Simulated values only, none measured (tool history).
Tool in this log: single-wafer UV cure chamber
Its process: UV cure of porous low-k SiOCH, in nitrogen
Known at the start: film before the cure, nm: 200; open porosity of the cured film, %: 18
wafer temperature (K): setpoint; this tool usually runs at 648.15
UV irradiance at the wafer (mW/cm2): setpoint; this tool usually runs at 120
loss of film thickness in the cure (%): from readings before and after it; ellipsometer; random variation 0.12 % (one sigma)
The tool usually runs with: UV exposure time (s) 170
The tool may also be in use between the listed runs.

run,hour,wafer temperature (K),UV exposure time (s),UV irradiance at the wafer (mW/cm2),loss of film thickness in the cure (%)
1,0.0,637.15,170,120,9.681
2,45.7,637.15,170,120,9.523
# hour 108.3: quartz window cleaned
3,148.8,637.15,170,120,9.712
4,236.0,648.15,170,150,10.620
5,291.8,648.15,170,120,9.801
6,385.7,648.15,170,120,9.622
7,449.5,648.15,170,120,9.484
# hour 472.9: UV bulbs replaced
8,493.8,648.15,170,120,10.420
9,586.1,648.15,170,120,10.392
10,633.6,638.15,170,120,10.148
11,730.0,638.15,170,120,10.078
12,825.1,648.15,170,120,10.107
# hour 846.7: quartz window cleaned
13,869.7,648.15,170,120,10.121
14,934.6,648.15,170,128,10.269
15,1210.1,648.15,170,120,9.837
16,1274.9,648.15,170,120,9.869
17,1351.3,648.15,170,120,9.998
18,1419.6,648.15,170,120,9.523
19,1462.2,648.15,170,120,9.510
20,1521.0,648.15,170,120,9.614
21,1617.3,648.15,170,120,9.717
# hour 1702.0: quartz window cleaned
22,1704.4,648.15,170,120,9.774
# hour 1730.7: UV bulbs replaced
23,1781.5,648.15,170,120,10.388
24,1819.5,659.15,170,120,10.319
25,1894.1,648.15,170,144,10.806
26,1933.2,648.15,220,120,11.517
27,2024.3,633.15,170,151,10.695
28,2126.1,648.15,170,87,8.707
29,2222.5,648.15,170,120,9.755
30,2327.2,654.15,245,137,11.851
31,2405.4,648.15,170,120,9.619
32,2509.5,635.15,140,143,9.367
33,2576.6,631.15,170,120,9.173
# hour 2591.7: quartz window cleaned
34,2675.1,648.15,170,89,8.398
35,2741.7,632.15,120,106,7.186
36,2819.1,659.15,170,120,9.707
37,2860.9,648.15,170,120,9.401
38,2949.3,648.15,170,107,9.009
# hour 2990.0: UV bulbs replaced
39,3007.6,648.15,170,120,10.647
40,3046.7,648.15,170,144,11.409
41,3085.7,648.15,170,120,10.485
42,3328.2,648.15,170,120,10.045
# hour 3382.3: quartz window cleaned
43,3397.2,648.15,170,120,9.968
44,3452.2,667.15,170,120,10.140
45,3496.5,655.15,260,98,11.047
46,3578.8,660.15,110,142,9.026
47,3665.0,640.15,170,137,10.472
48,3718.6,668.15,215,144,11.854
49,3789.7,633.15,170,120,9.614

Consider 3 possible next runs. They are alternatives, not a sequence: every one starts from the tool as it was left by run 49. What does each give?
A,3790.2,648.15,170,93,?
B,3790.2,648.15,170,155,?
C,3790.2,656.15,170,95,?

run,loss of film thickness in the cure (%)
A,8.709
B,10.879
C,8.932
Had the tool no hidden state, the same runs would have come out as:
run,loss of film thickness in the cure (%)
A,9.686
B,11.921
C,9.916

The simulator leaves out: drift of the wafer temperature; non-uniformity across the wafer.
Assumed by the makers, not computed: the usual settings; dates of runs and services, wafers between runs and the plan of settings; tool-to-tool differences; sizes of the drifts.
